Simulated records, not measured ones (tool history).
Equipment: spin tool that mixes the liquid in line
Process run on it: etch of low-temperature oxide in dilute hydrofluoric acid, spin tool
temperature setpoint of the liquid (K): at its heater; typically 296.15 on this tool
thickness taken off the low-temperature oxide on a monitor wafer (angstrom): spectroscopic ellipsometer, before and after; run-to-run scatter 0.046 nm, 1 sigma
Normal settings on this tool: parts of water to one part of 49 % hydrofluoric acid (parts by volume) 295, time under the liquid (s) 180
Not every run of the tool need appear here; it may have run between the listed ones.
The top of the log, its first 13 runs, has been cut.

| run | hour | temperature setpoint of the liquid (K) | parts of water to one part of 49 % hydrofluoric acid (parts by volume) | time under the liquid (s) | read-back film thickness of the low-temperature oxide reference wafer, read on the same gauge (nm) | thickness taken off the low-temperature oxide on a monitor wafer (angstrom) |
|---|---|---|---|---|---|---|
| 14 | 1124.9 | 299.15 | 335 | 285 | 80.38 | 174.3 |
| 15 | 1169.3 | 296.15 | 295 | 180 | 80.37 | 116.2 |
| 16 | 1328.7 | 300.65 | 360 | 215 | 80.34 | 124.4 |
| 17 | 1621.8 | 296.15 | 295 | 180 | 80.22 | 116.6 |
| 18 | 1715.3 | 296.15 | 295 | 265 | 80.21 | 171.1 |
|  | 1766.6 | thermometer replaced |
| 19 | 1775.9 | 292.65 | 295 | 180 | 80.18 | 102.5 |
| 20 | 1841.6 | 299.15 | 445 | 230 | 80.13 | 94.8 |
|  | 1892.7 | hydrofluoric acid flow meter replaced |
| 21 | 1942.9 | 296.15 | 295 | 180 | 80.07 | 116.4 |
| 22 | 1989.7 | 291.15 | 295 | 180 | 80.04 | 96.8 |
| 23 | 2050.5 | 299.65 | 295 | 245 | 80.00 | 178.1 |
| 24 | 2137.4 | 293.65 | 190 | 215 | 79.98 | 217.8 |
| 25 | 2182.8 | 294.15 | 160 | 85 | 79.95 | 106.8 |
| 26 | 2242.3 | 296.15 | 295 | 180 | 79.96 | 116.0 |
| 27 | 2320.2 | 299.65 | 295 | 245 | 79.85 | 179.0 |
| 28 | 2406.8 | 292.15 | 390 | 290 | 79.83 | 112.6 |
| 29 | 2510.6 | 296.15 | 295 | 180 | 79.75 | 116.8 |
| 30 | 2610.4 | 291.65 | 410 | 180 | 79.71 | 64.0 |
|  | 2642.8 | thermometer replaced |
| 31 | 2678.1 | 293.65 | 155 | 180 | 79.60 | 229.5 |
| 32 | 2754.2 | 296.15 | 295 | 180 | 79.54 | 114.8 |

4 options for the next run, each taken on its own from the tool as it stands now. Forecast them:
| A | 2754.7 | 296.15 | 295 | 180 | ? | ? |
| B | 2754.7 | 297.65 | 375 | 180 | ? | ? |
| C | 2754.7 | 301.15 | 200 | 180 | ? | ? |
| D | 2754.7 | 297.65 | 205 | 115 | ? | ? |

| run | read-back film thickness of the low-temperature oxide reference wafer, read on the same gauge (nm) | thickness taken off the low-temperature oxide on a monitor wafer (angstrom) |
|---|---|---|
| A | 79.54 | 115.6 |
| B | 79.54 | 88.8 |
| C | 79.54 | 224.9 |
| D | 79.54 | 122.9 |
Without the tool's hidden state the same runs would have given:
| run | thickness taken off the low-temperature oxide on a monitor wafer (angstrom) |
|---|---|
| A | 116.2 |
| B | 89.3 |
| C | 226.2 |
| D | 123.6 |
